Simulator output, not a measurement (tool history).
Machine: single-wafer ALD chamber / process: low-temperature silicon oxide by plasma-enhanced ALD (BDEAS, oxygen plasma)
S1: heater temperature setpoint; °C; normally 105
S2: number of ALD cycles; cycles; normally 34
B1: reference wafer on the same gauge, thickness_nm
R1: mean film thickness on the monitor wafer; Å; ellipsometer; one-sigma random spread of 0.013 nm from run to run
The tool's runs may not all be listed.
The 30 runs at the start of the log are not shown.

run 31 hour=2114.4 | S1=100 S2=36 | B1=5.136 | R1=54.02
run 32 hour=2217.3 | S1=95 S2=27 | B1=5.143 | R1=40.63
run 33 hour=2259.2 | S1=105 S2=34 | B1=5.140 | R1=50.33
run 34 hour=2339.3 | S1=97 S2=30 | B1=5.145 | R1=44.97
run 35 hour=2412.7 | S1=105 S2=31 | B1=5.137 | R1=45.79
run 36 hour=2465.6 | S1=95 S2=37 | B1=5.145 | R1=55.89
run 37 hour=2504.6 | S1=114 S2=35 | B1=5.139 | R1=50.84
run 38 hour=2570.4 | S1=99 S2=32 | B1=5.143 | R1=47.85
run 39 hour=2657.4 | S1=97 S2=27 | B1=5.143 | R1=40.34
run 40 hour=2729.7 | S1=93 S2=29 | B1=5.141 | R1=43.91
run 41 hour=2835.6 | S1=105 S2=34 | B1=5.133 | R1=50.29
run 42 hour=2880.4 | S1=109 S2=37 | B1=5.134 | R1=53.98
-- hour=2889.0 thermocouple changed; heater temperature recalibrated
run 43 hour=2958.2 | S1=114 S2=34 | B1=5.142 | R1=49.75
run 44 hour=3021.6 | S1=115 S2=37 | B1=5.141 | R1=53.84
run 45 hour=3199.3 | S1=117 S2=28 | B1=5.135 | R1=40.69
-- hour=3218.4 gauge calibrated
run 46 hour=3251.8 | S1=114 S2=39 | B1=5.141 | R1=56.77
run 47 hour=3310.0 | S1=119 S2=34 | B1=5.141 | R1=48.94

Alternative continuations, all from the tool just after run 47; predict every row:
run A hour=3310.5 | S1=98 S2=34 | B1=? | R1=?
run B hour=3310.5 | S1=115 S2=38 | B1=? | R1=?
run C hour=3310.5 | S1=119 S2=38 | B1=? | R1=?

run=A B1=5.145 R1=51.27
run=B B1=5.145 R1=55.45
run=C B1=5.145 R1=55.01
Had the tool no hidden state, the same runs would have come out as:
run=A R1=51.84
run=B R1=55.84
run=C R1=55.40
